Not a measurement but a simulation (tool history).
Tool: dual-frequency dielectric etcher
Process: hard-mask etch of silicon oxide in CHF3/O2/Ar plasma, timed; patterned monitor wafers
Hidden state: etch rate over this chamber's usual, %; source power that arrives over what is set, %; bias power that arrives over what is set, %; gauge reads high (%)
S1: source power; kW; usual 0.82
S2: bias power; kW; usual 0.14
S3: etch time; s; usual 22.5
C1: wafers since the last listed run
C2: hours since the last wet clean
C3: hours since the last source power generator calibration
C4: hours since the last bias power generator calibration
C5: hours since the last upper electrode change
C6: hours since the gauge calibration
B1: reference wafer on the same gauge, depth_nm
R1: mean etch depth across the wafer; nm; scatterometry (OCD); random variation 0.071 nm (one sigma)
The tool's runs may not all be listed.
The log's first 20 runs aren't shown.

{"run": 21, "day": 22.025, "S1": 0.92, "S2": 0.158, "S3": 19.5, "C1": 168, "C2": 259.4, "C3": 187.6, "C4": 428, "C5": 334.6, "C6": 268.2, "B1": 50.01, "R1": 42.73}
{"run": 22, "day": 23.617, "S1": 0.68, "S2": 0.11, "S3": 22.5, "C1": 395, "C2": 297.6, "C3": 225.8, "C4": 466.2, "C5": 372.8, "C6": 306.4, "B1": 50.03, "R1": 39.71}
{"run": 23, "day": 24.342, "S1": 0.82, "S2": 0.14, "S3": 22.5, "C1": 180, "C2": 315, "C3": 243.2, "C4": 483.6, "C5": 390.2, "C6": 323.8, "B1": 49.98, "R1": 45.54}
{"run": 24, "day": 25.396, "S1": 0.82, "S2": 0.14, "S3": 29, "C1": 261, "C2": 340.3, "C3": 268.5, "C4": 508.9, "C5": 415.5, "C6": 349.1, "B1": 50.04, "R1": 58.74}
{"run": 25, "day": 26.871, "S1": 0.82, "S2": 0.14, "S3": 22.5, "C1": 366, "C2": 375.7, "C3": 303.9, "C4": 544.3, "C5": 450.9, "C6": 384.5, "B1": 49.99, "R1": 45.58}
{"run": 26, "day": 27.671, "S1": 1.01, "S2": 0.125, "S3": 28.5, "C1": 198, "C2": 394.9, "C3": 323.1, "C4": 563.5, "C5": 470.1, "C6": 403.7, "B1": 50, "R1": 61.92}
{"run": 27, "day": 28.675, "S1": 0.69, "S2": 0.172, "S3": 22.5, "C1": 249, "C2": 419, "C3": 347.2, "C4": 587.6, "C5": 494.2, "C6": 427.8, "B1": 50, "R1": 44.41}
{"run": 28, "day": 29.342, "S1": 0.82, "S2": 0.14, "S3": 22.5, "C1": 165, "C2": 435, "C3": 363.2, "C4": 603.6, "C5": 510.2, "C6": 443.8, "B1": 50.01, "R1": 45.85}
{"run": 29, "day": 30.0, "S1": 0.72, "S2": 0.155, "S3": 28, "C1": 163, "C2": 450.8, "C3": 379, "C4": 619.4, "C5": 526, "C6": 459.6, "B1": 50.02, "R1": 55.09}
{"day": 31.021, "done": "wet clean of the chamber"}
{"run": 30, "day": 31.492, "S1": 0.71, "S2": 0.153, "S3": 22.5, "C1": 122, "C2": 11.3, "C3": 414.8, "C4": 655.2, "C5": 561.8, "C6": 495.4, "B1": 49.99, "R1": 42.99}

4 ways to go on from here, each from the tool as it stands after run 30. What would each give?
{"run": "A", "day": 31.508, "S1": 0.82, "S2": 0.14, "S3": 22.5, "C1": 4, "C2": 11.7, "C3": 415.2, "C4": 655.6, "C5": 562.2, "C6": 495.8, "B1": "?", "R1": "?"}
{"run": "B", "day": 31.508, "S1": 0.63, "S2": 0.166, "S3": 16, "C1": 4, "C2": 11.7, "C3": 415.2, "C4": 655.6, "C5": 562.2, "C6": 495.8, "B1": "?", "R1": "?"}
{"run": "C", "day": 31.508, "S1": 0.97, "S2": 0.175, "S3": 22.5, "C1": 4, "C2": 11.7, "C3": 415.2, "C4": 655.6, "C5": 562.2, "C6": 495.8, "B1": "?", "R1": "?"}
{"run": "D", "day": 31.508, "S1": 0.82, "S2": 0.152, "S3": 22.5, "C1": 4, "C2": 11.7, "C3": 415.2, "C4": 655.6, "C5": 562.2, "C6": 495.8, "B1": "?", "R1": "?"}

run=A B1=49.98 R1=45.07
run=B B1=49.98 R1=29.62
run=C B1=49.98 R1=51.21
run=D B1=49.98 R1=45.95
Without the tool's hidden state the same runs would have given:
run=A R1=45.25
run=B R1=29.74
run=C R1=51.41
run=D R1=46.13

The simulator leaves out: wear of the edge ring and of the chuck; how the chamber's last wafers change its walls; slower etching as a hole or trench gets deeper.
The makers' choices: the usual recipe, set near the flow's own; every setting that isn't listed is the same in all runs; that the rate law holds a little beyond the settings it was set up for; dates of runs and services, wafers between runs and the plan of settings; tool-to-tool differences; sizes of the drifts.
